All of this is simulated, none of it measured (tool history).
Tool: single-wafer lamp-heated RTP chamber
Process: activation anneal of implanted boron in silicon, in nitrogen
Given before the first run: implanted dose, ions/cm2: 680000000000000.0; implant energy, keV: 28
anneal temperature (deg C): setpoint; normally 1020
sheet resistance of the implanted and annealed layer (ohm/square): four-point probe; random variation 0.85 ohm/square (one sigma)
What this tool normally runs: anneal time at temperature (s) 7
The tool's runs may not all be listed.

| run | day | anneal temperature (deg C) | anneal time at temperature (s) | read-back reference wafer on the same gauge, sheet resistance | sheet resistance of the implanted and annealed layer (ohm/square) |
|---|---|---|---|---|---|
| 1 | 0.000 | 1005 | 5 | 194.82 | 180.87 |
|  | 0.558 | pyrometer window cleaned and pyrometer calibrated |
| 2 | 1.162 | 1020 | 7 | 195.09 | 174.09 |
| 3 | 1.667 | 1020 | 7 | 195.13 | 176.66 |
| 4 | 3.133 | 1020 | 7 | 195.13 | 174.25 |
| 5 | 3.754 | 1020 | 7 | 195.31 | 175.19 |
| 6 | 4.742 | 1020 | 7 | 195.21 | 175.86 |
| 7 | 5.821 | 1020 | 9 | 195.08 | 175.50 |
| 8 | 7.096 | 1020 | 7 | 195.00 | 175.57 |
| 9 | 7.750 | 1020 | 7 | 194.82 | 174.50 |
|  | 8.379 | pyrometer window cleaned and pyrometer calibrated |
| 10 | 8.400 | 1020 | 7 | 195.14 | 174.69 |
| 11 | 9.092 | 1006 | 10 | 195.04 | 177.32 |
|  | 9.212 | gauge calibrated |
| 12 | 9.929 | 1040 | 7 | 194.82 | 172.21 |
|  | 10.683 | reflector plate cleaned |
| 13 | 11.354 | 1020 | 7 | 195.00 | 174.26 |
| 14 | 12.029 | 1020 | 7 | 194.86 | 175.94 |
| 15 | 13.138 | 991 | 5 | 194.96 | 188.91 |
| 16 | 14.129 | 1020 | 7 | 195.16 | 175.95 |
| 17 | 14.992 | 1048 | 9 | 195.19 | 170.09 |
|  | 16.512 | pyrometer window cleaned and pyrometer calibrated |
| 18 | 16.533 | 1028 | 7 | 194.98 | 173.85 |
| 19 | 17.500 | 1006 | 9 | 195.01 | 175.85 |
| 20 | 18.962 | 1008 | 7 | 194.99 | 178.79 |

Predict each of these 3 candidate next runs independently; none follows another, all start after run 20:
| A | 18.979 | 1020 | 7 | ? | ? |
| B | 18.979 | 1045 | 9 | ? | ? |
| C | 18.979 | 1000 | 9 | ? | ? |

| run | read-back reference wafer on the same gauge, sheet resistance | sheet resistance of the implanted and annealed layer (ohm/square) |
|---|---|---|
| A | 194.95 | 174.95 |
| B | 194.95 | 171.69 |
| C | 194.95 | 180.53 |
The same runs, with their run-to-run variation unchanged, on a tool lacking any hidden condition would have given:
| run | sheet resistance of the implanted and annealed layer (ohm/square) |
|---|---|
| A | 174.95 |
| B | 171.69 |
| C | 180.53 |

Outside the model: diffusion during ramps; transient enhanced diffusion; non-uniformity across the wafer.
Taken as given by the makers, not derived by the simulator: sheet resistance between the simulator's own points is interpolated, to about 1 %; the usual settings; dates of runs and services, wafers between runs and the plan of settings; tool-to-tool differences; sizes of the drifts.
